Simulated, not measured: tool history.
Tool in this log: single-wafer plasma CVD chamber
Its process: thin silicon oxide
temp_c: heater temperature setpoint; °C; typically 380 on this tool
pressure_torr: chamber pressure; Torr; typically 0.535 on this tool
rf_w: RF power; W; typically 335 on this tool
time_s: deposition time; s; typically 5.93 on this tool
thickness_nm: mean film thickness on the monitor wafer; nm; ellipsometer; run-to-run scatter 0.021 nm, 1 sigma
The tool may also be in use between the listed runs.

run	hour	temp_c	pressure_torr	rf_w	time_s	wafers since the last listed run	hours since the last thermocouple change	hours since the last RF generator calibration	hours since the last manometer calibration	hours since the showerhead was replaced	hours since the gauge calibration	read-back reference wafer on the same gauge, thickness_nm	thickness_nm
1	0	380	0.535	335	5.93	0	560.1	1791.5	637.3	7150.7	2392.2	8.508	7.43
2	57.4	380	0.535	335	5.93	2459	617.5	1848.9	694.7	7208.1	2449.6	8.51	7.404
3	155.7	380	0.535	335	5.93	4212	715.8	1947.2	793	7306.4	2547.9	8.513	7.442
4	197.1	371	0.535	335	5.93	1774	757.2	1988.6	834.4	7347.8	2589.3	8.513	7.486
5	252.5	371	0.535	335	5.93	2374	812.6	2044	889.8	7403.2	2644.7	8.51	7.462
6	318.9	380	0.535	335	5.1	2845	879	2110.4	956.2	7469.6	2711.1	8.512	6.411
7	355.3	380	0.535	335	5.24	1559	915.4	2146.8	992.6	7506	2747.5	8.508	6.563
# hour 382.9: gauge calibrated
8	408.7	380	0.535	335	5.24	2288	968.8	2200.2	1046	7559.4	25.8	8.511	6.543
9	471.5	380	0.535	335	5.24	2691	1031.6	2263	1108.8	7622.2	88.6	8.507	6.556
10	508.7	380	0.475	400	6.66	1594	1068.8	2300.2	1146	7659.4	125.8	8.514	8.052
11	598.9	380	0.535	335	5.93	3865	1159	2390.4	1236.2	7749.6	216	8.512	7.47
12	646	370	0.535	310	5.5	2018	1206.1	2437.5	1283.3	7796.7	263.1	8.515	6.687
# hour 665.1: RF generator calibrated
# hour 729.1: thermocouple changed; heater temperature recalibrated
13	739.8	380	0.535	335	5.93	3334	10.7	74.7	1377.1	7890.5	356.9	8.513	7.429
# hour 774.1: showerhead replaced
14	799.2	390	0.571	305	5.93	2202	70.1	134.1	1436.5	25.1	416.3	8.51	7.518
15	839.3	380	0.535	335	5.93	1718	110.2	174.2	1476.6	65.2	456.4	8.516	7.436
16	935.3	380	0.535	335	5.93	4113	206.2	270.2	1572.6	161.2	552.4	8.508	7.451
17	1035.3	380	0.535	390	5.93	4285	306.2	370.2	1672.6	261.2	652.4	8.508	7.87
18	1137.3	380	0.41	335	5.93	4371	408.2	472.2	1774.6	363.2	754.4	8.51	5.833
19	1242.7	380	0.535	385	5.93	4516	513.6	577.6	1880	468.6	859.8	8.513	7.847
20	1308.2	374	0.535	300	6.95	2806	579.1	643.1	1945.5	534.1	925.3	8.51	8.324
21	1364.6	388	0.445	285	6.85	2416	635.5	699.5	2001.9	590.5	981.7	8.512	6.712
22	1402.8	380	0.535	380	5.93	1637	673.7	737.7	2040.1	628.7	1019.9	8.51	7.841
23	1454.1	380	0.606	335	5.93	2198	725	789	2091.4	680	1071.2	8.509	8.331
# hour 1475.4: capacitance manometer re-zeroed and calibrated
24	1759.2	380	0.535	335	5.93	12731	1030.1	1094.1	283.8	985.1	1376.3	8.505	7.439
25	1858.4	380	0.535	305	6.28	4251	1129.3	1193.3	383	1084.3	1475.5	8.51	7.563
26	1921.5	386	0.535	335	6.42	2704	1192.4	1256.4	446.1	1147.4	1538.6	8.509	7.97
27	2025	380	0.602	295	5.93	4435	1295.9	1359.9	549.6	1250.9	1642.1	8.516	7.815
28	2062.3	380	0.422	335	5.93	1598	1333.2	1397.2	586.9	1288.2	1679.4	8.509	5.983

Alternative continuations, all from the tool just after run 28; predict every row:
A	2062.7	380	0.582	335	5.93	17	1333.6	1397.6	587.3	1288.6	1679.8	?	?
B	2062.7	380	0.408	335	6.67	17	1333.6	1397.6	587.3	1288.6	1679.8	?	?
C	2062.7	380	0.409	385	7.08	17	1333.6	1397.6	587.3	1288.6	1679.8	?	?
D	2062.7	380	0.497	305	7.1	17	1333.6	1397.6	587.3	1288.6	1679.8	?	?
E	2062.7	380	0.623	335	5.93	17	1333.6	1397.6	587.3	1288.6	1679.8	?	?

run	read-back reference wafer on the same gauge, thickness_nm	thickness_nm
A	8.511	8.028
B	8.511	6.52
C	8.511	7.35
D	8.511	7.976
E	8.511	8.537
With the hidden condition removed and each run's random variation left untouched, the same runs would have given:
run	thickness_nm
A	8.028
B	6.52
C	7.35
D	7.976
E	8.537

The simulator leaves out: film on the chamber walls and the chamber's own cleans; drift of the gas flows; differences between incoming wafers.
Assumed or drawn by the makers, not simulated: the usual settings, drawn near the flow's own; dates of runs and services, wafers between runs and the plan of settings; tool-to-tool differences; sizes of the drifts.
